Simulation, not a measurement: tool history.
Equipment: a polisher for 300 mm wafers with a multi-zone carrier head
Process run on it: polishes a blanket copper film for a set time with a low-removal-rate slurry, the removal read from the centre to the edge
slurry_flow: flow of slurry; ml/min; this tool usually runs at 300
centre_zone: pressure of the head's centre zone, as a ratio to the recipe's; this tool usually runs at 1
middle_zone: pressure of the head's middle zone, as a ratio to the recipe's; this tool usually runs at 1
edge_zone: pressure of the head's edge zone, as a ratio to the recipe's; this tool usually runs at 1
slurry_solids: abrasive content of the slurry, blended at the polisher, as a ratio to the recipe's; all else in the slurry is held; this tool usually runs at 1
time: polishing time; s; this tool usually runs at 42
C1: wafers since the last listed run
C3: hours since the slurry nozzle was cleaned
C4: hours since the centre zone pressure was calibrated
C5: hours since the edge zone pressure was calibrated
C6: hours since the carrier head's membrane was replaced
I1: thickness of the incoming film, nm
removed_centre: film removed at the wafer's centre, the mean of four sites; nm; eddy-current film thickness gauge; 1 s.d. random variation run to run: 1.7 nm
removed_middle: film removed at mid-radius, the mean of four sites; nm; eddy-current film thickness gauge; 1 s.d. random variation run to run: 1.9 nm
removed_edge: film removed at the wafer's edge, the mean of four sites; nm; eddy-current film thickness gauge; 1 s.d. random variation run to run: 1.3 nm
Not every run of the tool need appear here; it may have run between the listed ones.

{"run": 1, "hour": 0.0, "slurry_flow": 300, "centre_zone": 1, "middle_zone": 1, "edge_zone": 1, "slurry_solids": 1, "time": 42, "C1": 0, "wafers polished on this pad": 982, "C3": 591.9, "C4": 889.3, "C5": 1253.2, "C6": 1532.4, "I1": 896.2, "removed_centre": 118.7, "removed_middle": 120.3, "removed_edge": 120.8}
{"run": 2, "hour": 8.7, "slurry_flow": 300, "centre_zone": 1, "middle_zone": 1, "edge_zone": 1, "slurry_solids": 1, "time": 42, "C1": 55, "wafers polished on this pad": 1037, "C3": 600.6, "C4": 898, "C5": 1261.9, "C6": 1541.1, "I1": 879.4, "removed_centre": 119, "removed_middle": 117.9, "removed_edge": 120.2}
{"run": 3, "hour": 14.9, "slurry_flow": 300, "centre_zone": 1, "middle_zone": 1, "edge_zone": 1.03, "slurry_solids": 1, "time": 42, "C1": 39, "wafers polished on this pad": 1077, "C3": 606.8, "C4": 904.2, "C5": 1268.1, "C6": 1547.3, "I1": 895.5, "removed_centre": 119.4, "removed_middle": 118.5, "removed_edge": 121}
{"hour": 26.6, "done": "worn pad replaced by a new one"}
{"run": 4, "hour": 28.3, "slurry_flow": 300, "centre_zone": 1, "middle_zone": 1, "edge_zone": 1.03, "slurry_solids": 1, "time": 42, "C1": 59, "wafers polished on this pad": 11, "C3": 620.2, "C4": 917.6, "C5": 1281.5, "C6": 1560.7, "I1": 901.4, "removed_centre": 132.7, "removed_middle": 133.6, "removed_edge": 137.8}
{"run": 5, "hour": 41.5, "slurry_flow": 300, "centre_zone": 1, "middle_zone": 1, "edge_zone": 1.03, "slurry_solids": 1, "time": 42, "C1": 84, "wafers polished on this pad": 95, "C3": 633.4, "C4": 930.8, "C5": 1294.7, "C6": 1573.9, "I1": 893, "removed_centre": 130.9, "removed_middle": 126.5, "removed_edge": 133.9}
{"run": 6, "hour": 47.7, "slurry_flow": 300, "centre_zone": 1, "middle_zone": 1, "edge_zone": 1, "slurry_solids": 1, "time": 42, "C1": 39, "wafers polished on this pad": 134, "C3": 639.6, "C4": 937, "C5": 1300.9, "C6": 1580.1, "I1": 872.3, "removed_centre": 132.9, "removed_middle": 131.5, "removed_edge": 130}
{"run": 7, "hour": 60.3, "slurry_flow": 300, "centre_zone": 1, "middle_zone": 1, "edge_zone": 1, "slurry_solids": 1, "time": 42, "C1": 80, "wafers polished on this pad": 215, "C3": 652.2, "C4": 949.6, "C5": 1313.5, "C6": 1592.7, "I1": 872.5, "removed_centre": 127.1, "removed_middle": 129.2, "removed_edge": 128}
{"run": 8, "hour": 67.3, "slurry_flow": 300, "centre_zone": 1, "middle_zone": 1, "edge_zone": 1, "slurry_solids": 1, "time": 42, "C1": 44, "wafers polished on this pad": 259, "C3": 659.2, "C4": 956.6, "C5": 1320.5, "C6": 1599.7, "I1": 888, "removed_centre": 126.9, "removed_middle": 124.1, "removed_edge": 129.4}
{"hour": 73.7, "done": "centre zone pressure recalibrated"}
{"run": 9, "hour": 82.1, "slurry_flow": 300, "centre_zone": 1, "middle_zone": 1, "edge_zone": 1, "slurry_solids": 1, "time": 42, "C1": 81, "wafers polished on this pad": 341, "C3": 674, "C4": 8.4, "C5": 1335.3, "C6": 1614.5, "I1": 904, "removed_centre": 123.2, "removed_middle": 124.8, "removed_edge": 125.3}
{"run": 10, "hour": 97.3, "slurry_flow": 300, "centre_zone": 1, "middle_zone": 1, "edge_zone": 1, "slurry_solids": 1, "time": 42, "C1": 96, "wafers polished on this pad": 438, "C3": 689.2, "C4": 23.6, "C5": 1350.5, "C6": 1629.7, "I1": 888, "removed_centre": 122.7, "removed_middle": 123.5, "removed_edge": 123.6}
{"run": 11, "hour": 107.1, "slurry_flow": 300, "centre_zone": 0.91, "middle_zone": 0.95, "edge_zone": 1, "slurry_solids": 1, "time": 34, "C1": 62, "wafers polished on this pad": 500, "C3": 699, "C4": 33.4, "C5": 1360.3, "C6": 1639.5, "I1": 879.4, "removed_centre": 89.7, "removed_middle": 95.9, "removed_edge": 99}
{"hour": 113.6, "done": "edge zone pressure recalibrated"}
{"run": 12, "hour": 118.3, "slurry_flow": 300, "centre_zone": 0.96, "middle_zone": 1, "edge_zone": 1, "slurry_solids": 1, "time": 49, "C1": 58, "wafers polished on this pad": 559, "C3": 710.2, "C4": 44.6, "C5": 4.7, "C6": 1650.7, "I1": 883.2, "removed_centre": 135.9, "removed_middle": 143.9, "removed_edge": 145.7}
{"hour": 134.7, "done": "carrier head's membrane replaced by a new one"}
{"hour": 152.2, "done": "slurry nozzle cleaned"}
{"run": 13, "hour": 158.0, "slurry_flow": 300, "centre_zone": 1, "middle_zone": 1, "edge_zone": 1, "slurry_solids": 1, "time": 46, "C1": 214, "wafers polished on this pad": 774, "C3": 5.8, "C4": 84.3, "C5": 44.4, "C6": 23.3, "I1": 904.3, "removed_centre": 131.9, "removed_middle": 133.5, "removed_edge": 130.6}
{"hour": 165.2, "done": "worn pad replaced by a new one"}
{"run": 14, "hour": 166.9, "slurry_flow": 265, "centre_zone": 1, "middle_zone": 1, "edge_zone": 1, "slurry_solids": 1, "time": 42, "C1": 31, "wafers polished on this pad": 10, "C3": 14.7, "C4": 93.2, "C5": 53.3, "C6": 32.2, "I1": 886.5, "removed_centre": 134.7, "removed_middle": 130.7, "removed_edge": 133.7}
{"run": 15, "hour": 183.2, "slurry_flow": 300, "centre_zone": 1, "middle_zone": 1.05, "edge_zone": 1, "slurry_solids": 1, "time": 42, "C1": 103, "wafers polished on this pad": 114, "C3": 31, "C4": 109.5, "C5": 69.6, "C6": 48.5, "I1": 880.4, "removed_centre": 130.6, "removed_middle": 130.9, "removed_edge": 130.5}
{"run": 16, "hour": 196.7, "slurry_flow": 300, "centre_zone": 1, "middle_zone": 1, "edge_zone": 1, "slurry_solids": 1, "time": 42, "C1": 86, "wafers polished on this pad": 200, "C3": 44.5, "C4": 123, "C5": 83.1, "C6": 62, "I1": 885.9, "removed_centre": 126.5, "removed_middle": 125.8, "removed_edge": 129}
{"run": 17, "hour": 211.4, "slurry_flow": 300, "centre_zone": 0.89, "middle_zone": 1.05, "edge_zone": 1, "slurry_solids": 1, "time": 29, "C1": 93, "wafers polished on this pad": 294, "C3": 59.2, "C4": 137.7, "C5": 97.8, "C6": 76.7, "I1": 871.5, "removed_centre": 75.8, "removed_middle": 88.8, "removed_edge": 86.9}
{"run": 18, "hour": 227.7, "slurry_flow": 300, "centre_zone": 1, "middle_zone": 1, "edge_zone": 1, "slurry_solids": 1, "time": 42, "C1": 103, "wafers polished on this pad": 398, "C3": 75.5, "C4": 154, "C5": 114.1, "C6": 93, "I1": 895.3, "removed_centre": 123.7, "removed_middle": 125.8, "removed_edge": 124}
{"run": 19, "hour": 242.6, "slurry_flow": 300, "centre_zone": 1, "middle_zone": 1.09, "edge_zone": 1, "slurry_solids": 0.85, "time": 42, "C1": 94, "wafers polished on this pad": 493, "C3": 90.4, "C4": 168.9, "C5": 129, "C6": 107.9, "I1": 883.6, "removed_centre": 119.2, "removed_middle": 124.9, "removed_edge": 120.8}

3 ways to go on from here, each from the tool as it stands after run 19. What would each give?
{"run": "A", "hour": 243.0, "slurry_flow": 300, "centre_zone": 1, "middle_zone": 1, "edge_zone": 1, "slurry_solids": 1, "time": 32, "C1": 2, "wafers polished on this pad": 495, "C3": 90.8, "C4": 169.3, "C5": 129.4, "C6": 108.3, "I1": 876.8, "removed_centre": "?", "removed_middle": "?", "removed_edge": "?"}
{"run": "B", "hour": 243.0, "slurry_flow": 300, "centre_zone": 1, "middle_zone": 0.93, "edge_zone": 1, "slurry_solids": 1.1, "time": 51, "C1": 2, "wafers polished on this pad": 495, "C3": 90.8, "C4": 169.3, "C5": 129.4, "C6": 108.3, "I1": 876.8, "removed_centre": "?", "removed_middle": "?", "removed_edge": "?"}
{"run": "C", "hour": 243.0, "slurry_flow": 300, "centre_zone": 1, "middle_zone": 1.08, "edge_zone": 1, "slurry_solids": 1, "time": 47, "C1": 2, "wafers polished on this pad": 495, "C3": 90.8, "C4": 169.3, "C5": 129.4, "C6": 108.3, "I1": 876.8, "removed_centre": "?", "removed_middle": "?", "removed_edge": "?"}

run=A removed_centre=94.6 removed_middle=92.8 removed_edge=92.6
run=B removed_centre=153.6 removed_middle=143.9 removed_edge=150.5
run=C removed_centre=139 removed_middle=143.5 removed_edge=135.8
Take away the tool's hidden state, keep each run's random variation, and the runs would have read:
run=A removed_centre=105 removed_middle=103.1 removed_edge=102.8
run=B removed_centre=170.5 removed_middle=159.8 removed_edge=167.1
run=C removed_centre=154.2 removed_middle=159.3 removed_edge=150.8
